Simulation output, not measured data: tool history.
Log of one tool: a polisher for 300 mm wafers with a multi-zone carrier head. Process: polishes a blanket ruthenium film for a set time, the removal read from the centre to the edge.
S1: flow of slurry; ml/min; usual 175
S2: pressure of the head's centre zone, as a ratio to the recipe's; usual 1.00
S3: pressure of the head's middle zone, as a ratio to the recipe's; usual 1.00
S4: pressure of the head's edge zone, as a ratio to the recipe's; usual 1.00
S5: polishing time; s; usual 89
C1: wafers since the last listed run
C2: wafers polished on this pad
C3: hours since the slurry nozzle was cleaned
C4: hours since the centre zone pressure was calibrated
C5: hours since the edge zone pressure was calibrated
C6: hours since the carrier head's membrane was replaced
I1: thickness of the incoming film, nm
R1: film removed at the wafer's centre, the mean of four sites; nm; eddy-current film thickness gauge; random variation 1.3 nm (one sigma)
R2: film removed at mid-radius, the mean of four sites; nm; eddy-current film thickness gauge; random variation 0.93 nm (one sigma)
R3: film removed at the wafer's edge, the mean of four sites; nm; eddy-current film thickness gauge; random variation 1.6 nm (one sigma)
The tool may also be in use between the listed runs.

| run | day | S1 | S2 | S3 | S4 | S5 | C1 | C2 | C3 | C4 | C5 | C6 | I1 | R1 | R2 | R3 |
|---|---|---|---|---|---|---|---|---|---|---|---|---|---|---|---|---|
| 1 | 0.000 | 200 | 1.00 | 1.00 | 1.00 | 89 | 0 | 592 | 196.5 | 1189.7 | 1048.3 | 1027.9 | 424.5 | 102.8 | 104.1 | 104.4 |
| 2 | 0.429 | 200 | 1.00 | 1.00 | 1.00 | 89 | 84 | 676 | 206.8 | 1200.0 | 1058.6 | 1038.2 | 427.0 | 102.4 | 105.2 | 105.7 |
|  | 0.638 | worn pad replaced by a new one |
| 3 | 0.783 | 200 | 1.00 | 1.00 | 1.00 | 89 | 36 | 28 | 215.3 | 1208.5 | 1067.1 | 1046.7 | 425.3 | 101.9 | 104.5 | 106.0 |
| 4 | 2.658 | 175 | 0.91 | 1.00 | 1.00 | 80 | 368 | 396 | 260.3 | 1253.5 | 1112.1 | 1091.7 | 434.9 | 82.3 | 92.7 | 94.9 |
| 5 | 2.992 | 175 | 0.91 | 1.00 | 1.00 | 80 | 65 | 462 | 268.3 | 1261.5 | 1120.1 | 1099.7 | 437.7 | 81.5 | 92.3 | 93.2 |
| 6 | 3.438 | 175 | 0.91 | 1.00 | 1.00 | 80 | 87 | 549 | 279.0 | 1272.2 | 1130.8 | 1110.4 | 424.5 | 82.5 | 91.4 | 93.0 |
| 7 | 4.092 | 175 | 1.00 | 1.00 | 1.00 | 89 | 128 | 678 | 294.7 | 1287.9 | 1146.5 | 1126.1 | 426.5 | 98.3 | 101.4 | 102.9 |
| 8 | 4.371 | 175 | 1.00 | 1.00 | 1.00 | 89 | 54 | 733 | 301.4 | 1294.6 | 1153.2 | 1132.8 | 431.1 | 97.9 | 100.1 | 102.9 |
|  | 4.700 | worn pad replaced by a new one |
| 9 | 4.883 | 175 | 1.03 | 1.03 | 1.00 | 89 | 67 | 35 | 313.7 | 1306.9 | 1165.5 | 1145.1 | 430.4 | 102.7 | 104.9 | 105.6 |
|  | 5.296 | edge zone pressure recalibrated |
| 10 | 5.317 | 175 | 1.00 | 1.00 | 1.00 | 89 | 68 | 104 | 324.1 | 1317.3 | 0.5 | 1155.5 | 430.4 | 98.0 | 102.2 | 102.1 |
| 11 | 5.550 | 175 | 1.00 | 0.93 | 0.89 | 89 | 45 | 150 | 329.7 | 1322.9 | 6.1 | 1161.1 | 431.4 | 97.6 | 96.0 | 99.3 |
|  | 6.071 | centre zone pressure recalibrated |
|  | 6.288 | slurry nozzle cleaned |
| 12 | 6.354 | 175 | 0.97 | 0.92 | 0.91 | 89 | 133 | 283 | 1.6 | 6.8 | 25.4 | 1180.4 | 433.9 | 88.8 | 88.6 | 93.1 |
| 13 | 6.979 | 175 | 1.00 | 1.00 | 0.90 | 60 | 122 | 406 | 16.6 | 21.8 | 40.4 | 1195.4 | 425.3 | 60.8 | 63.0 | 61.2 |
| 14 | 7.725 | 175 | 1.00 | 1.00 | 1.00 | 89 | 146 | 553 | 34.5 | 39.7 | 58.3 | 1213.3 | 434.3 | 87.9 | 91.6 | 96.9 |
| 15 | 8.112 | 175 | 1.07 | 1.00 | 1.12 | 97 | 76 | 629 | 43.8 | 49.0 | 67.6 | 1222.6 | 428.4 | 100.6 | 98.4 | 111.0 |
|  | 8.267 | slurry nozzle cleaned, repeated, since the last time left the tool worse |
|  | 8.879 | carrier head's membrane replaced by a new one |
|  | 8.938 | worn pad replaced by a new one |
| 16 | 8.958 | 175 | 1.00 | 1.00 | 1.00 | 89 | 105 | 4 | 16.6 | 69.3 | 87.9 | 1.9 | 430.6 | 101.5 | 105.8 | 106.3 |
| 17 | 9.125 | 175 | 1.07 | 1.00 | 1.05 | 89 | 32 | 36 | 20.6 | 73.3 | 91.9 | 5.9 | 431.7 | 110.6 | 103.8 | 111.7 |
| 18 | 9.558 | 115 | 1.00 | 1.00 | 0.93 | 89 | 85 | 121 | 31.0 | 83.7 | 102.3 | 16.3 | 438.0 | 91.7 | 93.8 | 93.8 |
| 19 | 9.921 | 175 | 0.93 | 0.95 | 1.07 | 115 | 71 | 193 | 39.7 | 92.4 | 111.0 | 25.0 | 433.0 | 122.3 | 128.4 | 139.0 |
| 20 | 10.600 | 210 | 0.95 | 1.10 | 1.00 | 102 | 133 | 326 | 56.0 | 108.7 | 127.3 | 41.3 | 435.0 | 114.6 | 131.1 | 120.9 |
| 21 | 11.200 | 175 | 0.91 | 1.00 | 1.00 | 80 | 117 | 444 | 70.4 | 123.1 | 141.7 | 55.7 | 427.5 | 83.1 | 93.2 | 96.1 |

What the log doesn't show, run by run:
removal rate lost through wear of the pad, %: 0 in every run
deviation of the centre zone's pressure from its setpoint, %: 0 in every run
deviation of the edge zone's pressure from its setpoint, %: 0 in every run
H1: slurry flow missing at the pad, %
| run | H1 |
|---|---|
| 1 | 22.2 |
| 2 | 22.5 |
| 3 | 22.8 |
| 4 | 23.9 |
| 5 | 24.1 |
| 6 | 24.2 |
| 7 | 24.5 |
| 8 | 24.6 |
| 9 | 24.7 |
| 10 | 24.8 |
| 11 | 24.9 |
| 12 | 43.1 |
| 13 | 46.5 |
| 14 | 50 |
| 15 | 51.5 |
| 16 | 8.03 |
| 17 | 8.86 |
| 18 | 10.9 |
| 19 | 12.4 |
| 20 | 14.9 |
| 21 | 16.9 |
